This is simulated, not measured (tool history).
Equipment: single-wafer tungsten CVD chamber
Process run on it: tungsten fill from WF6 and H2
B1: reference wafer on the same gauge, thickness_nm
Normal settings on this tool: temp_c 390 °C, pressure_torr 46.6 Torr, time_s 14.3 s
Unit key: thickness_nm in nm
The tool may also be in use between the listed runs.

run 1 hour=0.0 | temp_c=390 pressure_torr=38.2 time_s=12.7 | B1=36.822 | thickness_nm=33.237
run 2 hour=63.3 | temp_c=390 pressure_torr=38.2 time_s=12.7 | B1=36.848 | thickness_nm=33.013
run 3 hour=137.4 | temp_c=390 pressure_torr=38.2 time_s=12.7 | B1=36.764 | thickness_nm=33.150
-- hour=151.3 thermocouple changed; heater temperature recalibrated
run 4 hour=230.5 | temp_c=390 pressure_torr=54.4 time_s=14.3 | B1=36.882 | thickness_nm=44.172
run 5 hour=320.9 | temp_c=390 pressure_torr=54.4 time_s=14.3 | B1=36.771 | thickness_nm=44.843
run 6 hour=379.6 | temp_c=390 pressure_torr=46.6 time_s=14.3 | B1=36.700 | thickness_nm=41.435
run 7 hour=426.0 | temp_c=390 pressure_torr=46.6 time_s=15.7 | B1=36.742 | thickness_nm=45.273
run 8 hour=509.8 | temp_c=390 pressure_torr=46.6 time_s=15.7 | B1=36.815 | thickness_nm=45.375
run 9 hour=577.0 | temp_c=390 pressure_torr=46.6 time_s=15.7 | B1=36.764 | thickness_nm=45.648
-- hour=711.8 gauge calibrated
run 10 hour=858.4 | temp_c=390 pressure_torr=46.6 time_s=14.3 | B1=36.867 | thickness_nm=41.398
run 11 hour=930.4 | temp_c=390 pressure_torr=46.6 time_s=14.3 | B1=36.748 | thickness_nm=40.884
run 12 hour=979.8 | temp_c=390 pressure_torr=51.9 time_s=14.3 | B1=36.781 | thickness_nm=43.554
run 13 hour=1058.7 | temp_c=390 pressure_torr=51.9 time_s=14.3 | B1=36.810 | thickness_nm=43.548
run 14 hour=1160.6 | temp_c=390 pressure_torr=52.8 time_s=14.3 | B1=36.873 | thickness_nm=43.584
run 15 hour=1236.4 | temp_c=390 pressure_torr=46.6 time_s=16.7 | B1=36.753 | thickness_nm=48.444
run 16 hour=1327.5 | temp_c=394 pressure_torr=40.8 time_s=15.4 | B1=36.819 | thickness_nm=44.450
run 17 hour=1406.4 | temp_c=390 pressure_torr=46.6 time_s=14.3 | B1=36.763 | thickness_nm=41.499
-- hour=1429.7 capacitance manometer re-zeroed and calibrated
run 18 hour=1465.3 | temp_c=390 pressure_torr=46.6 time_s=15.2 | B1=36.841 | thickness_nm=43.929
run 19 hour=1557.5 | temp_c=397 pressure_torr=42.7 time_s=14.3 | B1=36.792 | thickness_nm=44.849
run 20 hour=1642.3 | temp_c=390 pressure_torr=46.6 time_s=14.3 | B1=36.810 | thickness_nm=41.125
-- hour=1794.2 showerhead replaced
run 21 hour=1811.1 | temp_c=398 pressure_torr=42.3 time_s=12.0 | B1=36.850 | thickness_nm=37.776
-- hour=1823.2 thermocouple changed; heater temperature recalibrated
run 22 hour=1914.1 | temp_c=399 pressure_torr=42.6 time_s=12.0 | B1=36.776 | thickness_nm=38.955
-- hour=1960.2 gauge calibrated
run 23 hour=2020.7 | temp_c=377 pressure_torr=42.3 time_s=14.3 | B1=36.825 | thickness_nm=31.068
run 24 hour=2116.8 | temp_c=390 pressure_torr=46.6 time_s=14.3 | B1=36.782 | thickness_nm=41.547
run 25 hour=2182.7 | temp_c=390 pressure_torr=46.6 time_s=15.2 | B1=36.813 | thickness_nm=43.901
run 26 hour=2262.0 | temp_c=390 pressure_torr=46.6 time_s=16.4 | B1=36.801 | thickness_nm=47.180
run 27 hour=2298.3 | temp_c=394 pressure_torr=46.6 time_s=14.3 | B1=36.799 | thickness_nm=43.916

For each run, what was the tool's unlogged condition?
wafer temperature above the value expected at the setpoint (K): 0 across all the runs
true pressure above the setpoint (%): 0 across all the runs
gauge reads high (%): 0 across all the runs

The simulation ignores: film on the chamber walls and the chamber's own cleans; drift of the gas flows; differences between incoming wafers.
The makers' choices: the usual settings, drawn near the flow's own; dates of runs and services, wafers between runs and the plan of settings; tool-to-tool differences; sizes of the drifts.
